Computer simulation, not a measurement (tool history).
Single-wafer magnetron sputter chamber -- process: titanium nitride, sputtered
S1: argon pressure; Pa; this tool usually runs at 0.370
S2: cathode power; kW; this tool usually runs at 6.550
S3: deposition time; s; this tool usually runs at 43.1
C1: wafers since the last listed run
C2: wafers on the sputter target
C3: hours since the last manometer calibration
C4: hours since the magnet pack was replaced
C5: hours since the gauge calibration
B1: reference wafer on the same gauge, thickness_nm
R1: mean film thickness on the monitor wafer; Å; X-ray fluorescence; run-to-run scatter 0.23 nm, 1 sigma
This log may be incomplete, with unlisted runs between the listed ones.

run,hour,S1,S2,S3,C1,C2,C3,C4,C5,B1,R1
1,0.0,0.370,6.550,40.9,0,8352,1684.8,6947.6,1319.9,52.719,433.60
2,51.7,0.370,6.550,40.9,1510,9863,1736.5,6999.3,1371.6,52.721,437.46
3,120.3,0.370,6.550,40.9,2003,11867,1805.1,7067.9,1440.2,52.643,436.46
4,169.6,0.370,6.550,43.1,1440,13307,1854.4,7117.2,1489.5,52.750,456.27
# hour 197.8: sputter target and shields replaced
5,231.8,0.370,6.550,43.1,1583,993,1916.6,7179.4,1551.7,52.614,456.09
6,264.8,0.370,6.550,43.1,964,1957,1949.6,7212.4,1584.7,52.732,456.60
7,298.1,0.450,6.200,43.1,972,2930,1982.9,7245.7,1618.0,52.716,415.69
8,327.6,0.450,6.200,43.1,861,3792,2012.4,7275.2,1647.5,52.763,417.78
# hour 348.8: gauge calibrated
9,393.4,0.450,6.200,43.1,1922,5714,2078.2,7341.0,44.6,52.718,415.01
10,429.9,0.370,6.550,43.1,1066,6780,2114.7,7377.5,81.1,52.701,454.76
11,470.2,0.438,6.550,36.0,1177,7957,2155.0,7417.8,121.4,52.793,365.45
12,526.2,0.370,6.550,43.1,1635,9593,2211.0,7473.8,177.4,52.683,454.42
13,575.2,0.370,6.550,43.1,1431,11025,2260.0,7522.8,226.4,52.735,450.76
# hour 602.7: sputter target and shields replaced
14,646.2,0.370,6.550,37.4,1840,1270,2331.0,7593.8,297.4,52.752,394.46
15,712.1,0.370,6.550,43.1,1925,3195,2396.9,7659.7,363.3,52.674,454.16
16,753.6,0.370,5.550,37.5,1212,4407,2438.4,7701.2,404.8,52.734,340.65
# hour 778.9: capacitance manometer re-zeroed and calibrated
# hour 824.3: magnet pack replaced
17,839.9,0.447,6.550,47.9,2053,6461,61.0,15.6,491.1,52.641,500.27
18,887.9,0.370,6.550,50.4,1402,7863,109.0,63.6,539.1,52.601,546.18
19,924.9,0.433,7.550,48.3,1080,8944,146.0,100.6,576.1,52.656,578.66
20,972.1,0.509,8.150,36.0,1378,10323,193.2,147.8,623.3,52.765,445.63
# hour 1029.9: sputter target and shields replaced
21,1031.8,0.370,6.550,43.1,1510,56,252.9,207.5,683.0,52.648,461.12
22,1089.4,0.370,8.150,43.1,1682,1739,310.5,265.1,740.6,52.703,570.47
23,1130.4,0.425,5.850,47.0,1197,2937,351.5,306.1,781.6,52.716,447.93
24,1162.2,0.370,6.550,43.1,928,3865,383.3,337.9,813.4,52.735,460.10
25,1228.7,0.410,5.300,46.5,1942,5808,449.8,404.4,879.9,52.727,405.53
26,1284.5,0.239,5.750,49.5,1630,7438,505.6,460.2,935.7,52.617,500.89
27,1334.7,0.370,7.550,43.1,1466,8905,555.8,510.4,985.9,52.728,532.92
28,1365.6,0.370,6.550,43.1,902,9807,586.7,541.3,1016.8,52.723,463.53
29,1416.7,0.321,7.550,43.1,1492,11300,637.8,592.4,1067.9,52.664,540.35
30,1451.6,0.465,7.000,36.7,1019,12320,672.7,627.3,1102.8,52.714,403.05
# hour 1484.8: sputter target and shields replaced
31,1494.3,0.498,6.550,38.1,1013,277,715.4,670.0,1145.5,52.688,382.93
32,1525.8,0.370,6.550,43.1,920,1198,746.9,701.5,1177.0,52.703,463.41
33,1552.2,0.370,7.950,43.1,771,1969,773.3,727.9,1203.4,52.693,551.17
34,1621.7,0.509,5.550,39.7,2030,3999,842.8,797.4,1272.9,52.627,344.01

For each run, what was the tool's unlogged condition?
deposition rate above that of a new target (%): 0 in every run
gauge reads high (%): 0 in every run
H1: true argon pressure above the setpoint (%)
run,H1
1,15.2
2,15.3
3,15.4
4,15.5
5,15.6
6,15.7
7,15.7
8,15.8
9,15.8
10,15.9
11,15.9
12,16
13,16
14,16.1
15,16.2
16,16.2
17,0.131
18,1.06
19,1.74
20,2.55
21,3.51
22,4.36
23,4.92
24,5.34
25,6.15
26,6.78
27,7.31
28,7.61
29,8.09
30,8.4
31,8.76
32,9.01
33,9.21
34,9.71
